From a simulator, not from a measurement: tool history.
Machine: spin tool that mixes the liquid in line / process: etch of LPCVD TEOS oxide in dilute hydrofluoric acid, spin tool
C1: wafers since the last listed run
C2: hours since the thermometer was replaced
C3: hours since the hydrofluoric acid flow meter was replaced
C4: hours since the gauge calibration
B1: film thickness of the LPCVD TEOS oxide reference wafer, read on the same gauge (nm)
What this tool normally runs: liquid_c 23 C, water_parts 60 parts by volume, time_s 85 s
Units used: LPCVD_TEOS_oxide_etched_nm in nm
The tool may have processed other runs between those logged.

{"run": 1, "hour": 0.0, "liquid_c": 23, "water_parts": 60, "time_s": 65, "C1": 0, "C2": 382.4, "C3": 245.2, "C4": 975.8, "B1": 60.01, "LPCVD_TEOS_oxide_etched_nm": 15.39}
{"run": 2, "hour": 60.9, "liquid_c": 23, "water_parts": 60, "time_s": 65, "C1": 422, "C2": 443.3, "C3": 306.1, "C4": 1036.7, "B1": 60.01, "LPCVD_TEOS_oxide_etched_nm": 15.39}
{"run": 3, "hour": 108.3, "liquid_c": 23, "water_parts": 60, "time_s": 85, "C1": 328, "C2": 490.7, "C3": 353.5, "C4": 1084.1, "B1": 60.02, "LPCVD_TEOS_oxide_etched_nm": 20.14}
{"run": 4, "hour": 163.8, "liquid_c": 23, "water_parts": 60, "time_s": 85, "C1": 384, "C2": 546.2, "C3": 409, "C4": 1139.6, "B1": 59.99, "LPCVD_TEOS_oxide_etched_nm": 19.85}
{"run": 5, "hour": 219.0, "liquid_c": 23, "water_parts": 70, "time_s": 85, "C1": 382, "C2": 601.4, "C3": 464.2, "C4": 1194.8, "B1": 59.98, "LPCVD_TEOS_oxide_etched_nm": 16.8}
{"run": 6, "hour": 268.7, "liquid_c": 23, "water_parts": 70, "time_s": 85, "C1": 344, "C2": 651.1, "C3": 513.9, "C4": 1244.5, "B1": 59.99, "LPCVD_TEOS_oxide_etched_nm": 16.64}
{"run": 7, "hour": 321.0, "liquid_c": 25, "water_parts": 60, "time_s": 70, "C1": 362, "C2": 703.4, "C3": 566.2, "C4": 1296.8, "B1": 60, "LPCVD_TEOS_oxide_etched_nm": 17.62}
{"run": 8, "hour": 359.3, "liquid_c": 25, "water_parts": 60, "time_s": 70, "C1": 265, "C2": 741.7, "C3": 604.5, "C4": 1335.1, "B1": 60, "LPCVD_TEOS_oxide_etched_nm": 17.55}
{"hour": 398.2, "done": "gauge calibrated"}
{"run": 9, "hour": 402.0, "liquid_c": 25, "water_parts": 60, "time_s": 70, "C1": 295, "C2": 784.4, "C3": 647.2, "C4": 3.8, "B1": 60, "LPCVD_TEOS_oxide_etched_nm": 17.63}
{"hour": 429.2, "done": "hydrofluoric acid flow meter replaced"}
{"run": 10, "hour": 453.1, "liquid_c": 23, "water_parts": 60, "time_s": 85, "C1": 347, "C2": 835.5, "C3": 23.9, "C4": 54.9, "B1": 60, "LPCVD_TEOS_oxide_etched_nm": 20.67}
{"run": 11, "hour": 499.2, "liquid_c": 23, "water_parts": 60, "time_s": 85, "C1": 319, "C2": 881.6, "C3": 70, "C4": 101, "B1": 60, "LPCVD_TEOS_oxide_etched_nm": 20.7}
{"run": 12, "hour": 538.9, "liquid_c": 23, "water_parts": 60, "time_s": 85, "C1": 275, "C2": 921.3, "C3": 109.7, "C4": 140.7, "B1": 60, "LPCVD_TEOS_oxide_etched_nm": 20.42}
{"run": 13, "hour": 585.6, "liquid_c": 23, "water_parts": 60, "time_s": 85, "C1": 323, "C2": 968, "C3": 156.4, "C4": 187.4, "B1": 60.01, "LPCVD_TEOS_oxide_etched_nm": 20.46}
{"hour": 608.3, "done": "thermometer replaced"}
{"run": 14, "hour": 616.9, "liquid_c": 27, "water_parts": 50, "time_s": 85, "C1": 210, "C2": 8.6, "C3": 187.7, "C4": 218.7, "B1": 59.99, "LPCVD_TEOS_oxide_etched_nm": 29.15}
{"run": 15, "hour": 668.3, "liquid_c": 23, "water_parts": 60, "time_s": 85, "C1": 356, "C2": 60, "C3": 239.1, "C4": 270.1, "B1": 60, "LPCVD_TEOS_oxide_etched_nm": 20.45}
{"run": 16, "hour": 697.8, "liquid_c": 20, "water_parts": 60, "time_s": 85, "C1": 204, "C2": 89.5, "C3": 268.6, "C4": 299.6, "B1": 59.98, "LPCVD_TEOS_oxide_etched_nm": 17.85}
{"run": 17, "hour": 732.9, "liquid_c": 23, "water_parts": 60, "time_s": 55, "C1": 243, "C2": 124.6, "C3": 303.7, "C4": 334.7, "B1": 60.03, "LPCVD_TEOS_oxide_etched_nm": 13.1}
{"run": 18, "hour": 794.4, "liquid_c": 20.5, "water_parts": 50, "time_s": 100, "C1": 426, "C2": 186.1, "C3": 365.2, "C4": 396.2, "B1": 60.03, "LPCVD_TEOS_oxide_etched_nm": 26.05}
{"run": 19, "hour": 910.6, "liquid_c": 26.5, "water_parts": 60, "time_s": 85, "C1": 805, "C2": 302.3, "C3": 481.4, "C4": 512.4, "B1": 60.03, "LPCVD_TEOS_oxide_etched_nm": 22.67}
{"run": 20, "hour": 950.4, "liquid_c": 24.5, "water_parts": 50, "time_s": 85, "C1": 275, "C2": 342.1, "C3": 521.2, "C4": 552.2, "B1": 60, "LPCVD_TEOS_oxide_etched_nm": 25.48}
{"run": 21, "hour": 995.6, "liquid_c": 23, "water_parts": 40, "time_s": 85, "C1": 313, "C2": 387.3, "C3": 566.4, "C4": 597.4, "B1": 59.99, "LPCVD_TEOS_oxide_etched_nm": 30.5}
{"run": 22, "hour": 1038.8, "liquid_c": 23, "water_parts": 60, "time_s": 85, "C1": 299, "C2": 430.5, "C3": 609.6, "C4": 640.6, "B1": 60.01, "LPCVD_TEOS_oxide_etched_nm": 19.59}
{"run": 23, "hour": 1110.0, "liquid_c": 23, "water_parts": 60, "time_s": 45, "C1": 493, "C2": 501.7, "C3": 680.8, "C4": 711.8, "B1": 59.99, "LPCVD_TEOS_oxide_etched_nm": 10.27}
{"run": 24, "hour": 1146.7, "liquid_c": 23, "water_parts": 45, "time_s": 85, "C1": 254, "C2": 538.4, "C3": 717.5, "C4": 748.5, "B1": 59.98, "LPCVD_TEOS_oxide_etched_nm": 26.28}
{"run": 25, "hour": 1204.5, "liquid_c": 23, "water_parts": 60, "time_s": 110, "C1": 400, "C2": 596.2, "C3": 775.3, "C4": 806.3, "B1": 59.98, "LPCVD_TEOS_oxide_etched_nm": 24.98}
{"run": 26, "hour": 1236.6, "liquid_c": 23, "water_parts": 60, "time_s": 85, "C1": 222, "C2": 628.3, "C3": 807.4, "C4": 838.4, "B1": 60, "LPCVD_TEOS_oxide_etched_nm": 19.1}
{"run": 27, "hour": 1269.3, "liquid_c": 23, "water_parts": 60, "time_s": 85, "C1": 226, "C2": 661, "C3": 840.1, "C4": 871.1, "B1": 60, "LPCVD_TEOS_oxide_etched_nm": 19.06}

Here are 4 independent what-if runs from the current tool condition. What would each one return?
{"run": "A", "hour": 1269.7, "liquid_c": 23, "water_parts": 60, "time_s": 85, "C1": 2, "C2": 661.4, "C3": 840.5, "C4": 871.5, "B1": "?", "LPCVD_TEOS_oxide_etched_nm": "?"}
{"run": "B", "hour": 1269.7, "liquid_c": 27, "water_parts": 60, "time_s": 120, "C1": 2, "C2": 661.4, "C3": 840.5, "C4": 871.5, "B1": "?", "LPCVD_TEOS_oxide_etched_nm": "?"}
{"run": "C", "hour": 1269.7, "liquid_c": 26.5, "water_parts": 45, "time_s": 125, "C1": 2, "C2": 661.4, "C3": 840.5, "C4": 871.5, "B1": "?", "LPCVD_TEOS_oxide_etched_nm": "?"}
{"run": "D", "hour": 1269.7, "liquid_c": 23, "water_parts": 60, "time_s": 105, "C1": 2, "C2": 661.4, "C3": 840.5, "C4": 871.5, "B1": "?", "LPCVD_TEOS_oxide_etched_nm": "?"}

run=A B1=60 LPCVD_TEOS_oxide_etched_nm=19.26
run=B B1=60 LPCVD_TEOS_oxide_etched_nm=31.95
run=C B1=60 LPCVD_TEOS_oxide_etched_nm=44.5
run=D B1=60 LPCVD_TEOS_oxide_etched_nm=23.79
Take away the tool's hidden state, keep each run's random variation, and the runs would have read:
run=A LPCVD_TEOS_oxide_etched_nm=20.91
run=B LPCVD_TEOS_oxide_etched_nm=34.7
run=C LPCVD_TEOS_oxide_etched_nm=48.25
run=D LPCVD_TEOS_oxide_etched_nm=25.82
